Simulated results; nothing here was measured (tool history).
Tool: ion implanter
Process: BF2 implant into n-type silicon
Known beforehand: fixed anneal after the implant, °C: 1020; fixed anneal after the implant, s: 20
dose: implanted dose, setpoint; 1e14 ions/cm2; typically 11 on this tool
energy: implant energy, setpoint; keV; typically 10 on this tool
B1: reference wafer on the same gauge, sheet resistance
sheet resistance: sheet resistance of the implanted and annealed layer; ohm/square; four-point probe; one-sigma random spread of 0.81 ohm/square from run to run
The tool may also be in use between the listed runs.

run 1 hour=0 | dose=11 energy=10 | B1=241.03 | sheet_resistance=214.83
-- hour=3.3 Faraday cup replaced and dose calibrated
run 2 hour=52.5 | dose=11 energy=10 | B1=240.97 | sheet_resistance=211.93
run 3 hour=148.3 | dose=11 energy=10 | B1=240.9 | sheet_resistance=214.15
run 4 hour=220.9 | dose=11 energy=10 | B1=240.92 | sheet_resistance=212.38
run 5 hour=302.7 | dose=12.62 energy=10 | B1=241.19 | sheet_resistance=203.81
run 6 hour=389.7 | dose=12.62 energy=10 | B1=240.78 | sheet_resistance=204.22
run 7 hour=483.7 | dose=12.62 energy=10 | B1=240.82 | sheet_resistance=203.54
run 8 hour=545.5 | dose=11 energy=10 | B1=240.98 | sheet_resistance=212.64
run 9 hour=609.5 | dose=11 energy=10 | B1=240.96 | sheet_resistance=213.26
run 10 hour=678.3 | dose=11 energy=8.5 | B1=241.13 | sheet_resistance=223.79
run 11 hour=755.1 | dose=11 energy=8.5 | B1=241.1 | sheet_resistance=225.4
run 12 hour=798.2 | dose=11 energy=8.5 | B1=241.14 | sheet_resistance=222.73
run 13 hour=1102.4 | dose=13.5 energy=8.5 | B1=240.98 | sheet_resistance=209.29
run 14 hour=1149.1 | dose=13.5 energy=8.5 | B1=240.95 | sheet_resistance=210.25
run 15 hour=1203.9 | dose=13.5 energy=8.5 | B1=240.93 | sheet_resistance=209.95
run 16 hour=1300.1 | dose=11 energy=10 | B1=240.89 | sheet_resistance=214.04
run 17 hour=1395.1 | dose=8.31 energy=7.5 | B1=240.97 | sheet_resistance=266.92
run 18 hour=1442.6 | dose=9.46 energy=12.5 | B1=240.93 | sheet_resistance=213.87
run 19 hour=1520.3 | dose=13.21 energy=10 | B1=241.33 | sheet_resistance=202.18
run 20 hour=1610.3 | dose=11 energy=8.5 | B1=241.21 | sheet_resistance=224.43
-- hour=1630.2 gauge calibrated
-- hour=1645.9 extraction supply calibrated
run 21 hour=1655.5 | dose=11 energy=10 | B1=240.86 | sheet_resistance=214.36
-- hour=1687.1 Faraday cup replaced and dose calibrated
run 22 hour=1758.2 | dose=11 energy=10 | B1=240.86 | sheet_resistance=207.91
run 23 hour=1843.9 | dose=11 energy=8 | B1=240.86 | sheet_resistance=220.19
run 24 hour=1921.4 | dose=11 energy=13 | B1=240.87 | sheet_resistance=194.1
run 25 hour=1971.5 | dose=11 energy=10 | B1=240.98 | sheet_resistance=209.1
run 26 hour=2041.2 | dose=7.85 energy=12 | B1=240.98 | sheet_resistance=227.66
run 27 hour=2129.6 | dose=13.83 energy=8 | B1=240.98 | sheet_resistance=209.65
run 28 hour=2234.3 | dose=13.04 energy=10 | B1=241.07 | sheet_resistance=199.91
-- hour=2265.1 Faraday cup replaced and dose calibrated, repeated, since the last time left the tool worse
run 29 hour=2505 | dose=7.94 energy=10 | B1=241.1 | sheet_resistance=247.17

Estimate the outcome of run 30 from the log above:
run 30 hour=2557.8 | dose=9.3 energy=10 | B1=? | sheet_resistance=?

{"run 30": {"B1": 241.02, "sheet resistance": 228.2}}
Had the tool carried no hidden state, the very same run would have given sheet resistance 226.81 ohm/square.
